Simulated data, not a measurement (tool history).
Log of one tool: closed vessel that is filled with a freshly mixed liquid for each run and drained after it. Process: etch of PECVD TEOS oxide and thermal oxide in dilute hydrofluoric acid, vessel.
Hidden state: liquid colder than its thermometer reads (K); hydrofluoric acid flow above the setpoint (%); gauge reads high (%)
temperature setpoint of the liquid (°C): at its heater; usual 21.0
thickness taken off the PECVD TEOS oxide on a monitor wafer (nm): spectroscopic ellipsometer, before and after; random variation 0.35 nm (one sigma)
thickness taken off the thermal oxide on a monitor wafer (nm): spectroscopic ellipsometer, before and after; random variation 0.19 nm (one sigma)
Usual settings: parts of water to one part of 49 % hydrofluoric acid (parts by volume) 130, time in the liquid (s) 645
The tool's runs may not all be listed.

| run | hour | temperature setpoint of the liquid (°C) | parts of water to one part of 49 % hydrofluoric acid (parts by volume) | time in the liquid (s) | wafers since the last listed run | hours since the thermometer was replaced | hours since the hydrofluoric acid flow meter was replaced | hours since the gauge calibration | read-back film thickness of the PECVD TEOS oxide reference wafer, read on the same gauge (nm) | read-back film thickness of the thermal oxide reference wafer, read on the same gauge (nm) | thickness taken off the PECVD TEOS oxide on a monitor wafer (nm) | thickness taken off the thermal oxide on a monitor wafer (nm) |
|---|---|---|---|---|---|---|---|---|---|---|---|---|
| 1 | 0.0 | 21.0 | 130 | 645 | 0 | 82.7 | 267.7 | 719.6 | 30.60 | 132.74 | 46.60 | 20.90 |
| 2 | 26.3 | 19.5 | 130 | 855 | 2073 | 109.0 | 294.0 | 745.9 | 30.71 | 132.89 | 57.65 | 25.94 |
| 3 | 94.6 | 22.0 | 145 | 645 | 5384 | 177.3 | 362.3 | 814.2 | 30.73 | 133.19 | 43.40 | 18.87 |
| 4 | 150.5 | 22.0 | 145 | 645 | 4407 | 233.2 | 418.2 | 870.1 | 30.79 | 133.50 | 43.06 | 18.88 |
| 5 | 188.2 | 22.0 | 145 | 645 | 2972 | 270.9 | 455.9 | 907.8 | 30.80 | 133.72 | 43.16 | 19.01 |
|  | 246.3 | hydrofluoric acid flow meter replaced |
| 6 | 259.5 | 21.0 | 130 | 645 | 5542 | 342.2 | 13.2 | 979.1 | 30.95 | 134.07 | 47.76 | 20.87 |
| 7 | 290.9 | 23.5 | 80 | 335 | 2475 | 373.6 | 44.6 | 1010.5 | 30.99 | 134.20 | 46.78 | 20.60 |
| 8 | 349.2 | 21.0 | 130 | 1005 | 4596 | 431.9 | 102.9 | 1068.8 | 31.06 | 134.50 | 73.62 | 32.54 |
| 9 | 378.0 | 24.5 | 150 | 525 | 2270 | 460.7 | 131.7 | 1097.6 | 31.12 | 134.64 | 37.54 | 16.46 |
| 10 | 420.4 | 24.5 | 165 | 645 | 3342 | 503.1 | 174.1 | 1140.0 | 31.10 | 134.88 | 40.80 | 17.96 |
| 11 | 459.7 | 21.0 | 90 | 830 | 3098 | 542.4 | 213.4 | 1179.3 | 31.18 | 135.05 | 92.42 | 40.81 |
| 12 | 516.3 | 21.0 | 185 | 470 | 4462 | 599.0 | 270.0 | 1235.9 | 31.23 | 135.33 | 22.95 | 10.30 |
| 13 | 558.7 | 21.0 | 130 | 825 | 3342 | 641.4 | 312.4 | 1278.3 | 31.28 | 135.57 | 60.38 | 26.96 |
|  | 565.4 | gauge calibrated |
| 14 | 624.8 | 19.0 | 70 | 500 | 5211 | 707.5 | 378.5 | 59.4 | 30.02 | 130.07 | 64.85 | 28.10 |
| 15 | 658.8 | 21.0 | 130 | 645 | 2680 | 741.5 | 412.5 | 93.4 | 30.04 | 130.24 | 45.75 | 20.63 |
|  | 689.5 | hydrofluoric acid flow meter replaced |
| 16 | 704.1 | 21.0 | 130 | 900 | 3492 | 786.8 | 14.6 | 138.7 | 30.09 | 130.47 | 63.81 | 27.90 |
| 17 | 746.4 | 21.0 | 130 | 645 | 3334 | 829.1 | 56.9 | 181.0 | 30.14 | 130.69 | 46.39 | 19.88 |
| 18 | 807.1 | 21.0 | 130 | 645 | 4785 | 889.8 | 117.6 | 241.7 | 30.28 | 130.98 | 46.09 | 19.99 |
| 19 | 832.6 | 17.0 | 70 | 400 | 2010 | 915.3 | 143.1 | 267.2 | 30.30 | 131.13 | 47.97 | 21.04 |
| 20 | 911.9 | 21.0 | 130 | 645 | 6251 | 994.6 | 222.4 | 346.5 | 30.33 | 131.51 | 46.29 | 20.49 |
| 21 | 952.9 | 21.0 | 130 | 645 | 3232 | 1035.6 | 263.4 | 387.5 | 30.39 | 131.72 | 46.29 | 20.27 |
| 22 | 1164.3 | 21.0 | 90 | 920 | 16666 | 1247.0 | 474.8 | 598.9 | 30.65 | 132.78 | 101.83 | 43.74 |
|  | 1169.4 | hydrofluoric acid flow meter replaced |
| 23 | 1301.3 | 21.0 | 130 | 520 | 10722 | 1384.0 | 131.9 | 735.9 | 30.75 | 133.48 | 37.97 | 16.66 |
| 24 | 1355.0 | 23.0 | 95 | 645 | 4233 | 1437.7 | 185.6 | 789.6 | 30.86 | 133.73 | 72.88 | 31.84 |
| 25 | 1421.3 | 23.5 | 130 | 645 | 5227 | 1504.0 | 251.9 | 855.9 | 30.98 | 134.09 | 52.07 | 23.16 |

What the log doesn't show, run by run:
liquid colder than its thermometer reads (K): 0 in every run
hydrofluoric acid flow above the setpoint (%): 0 in every run
H1: gauge reads high (%)
| run | H1 |
|---|---|
| 1 | 2.1 |
| 2 | 2.21 |
| 3 | 2.47 |
| 4 | 2.69 |
| 5 | 2.84 |
| 6 | 3.11 |
| 7 | 3.24 |
| 8 | 3.46 |
| 9 | 3.57 |
| 10 | 3.74 |
| 11 | 3.89 |
| 12 | 4.11 |
| 13 | 4.28 |
| 14 | 0.0551 |
| 15 | 0.187 |
| 16 | 0.363 |
| 17 | 0.528 |
| 18 | 0.763 |
| 19 | 0.863 |
| 20 | 1.17 |
| 21 | 1.33 |
| 22 | 2.15 |
| 23 | 2.68 |
| 24 | 2.89 |
| 25 | 3.15 |
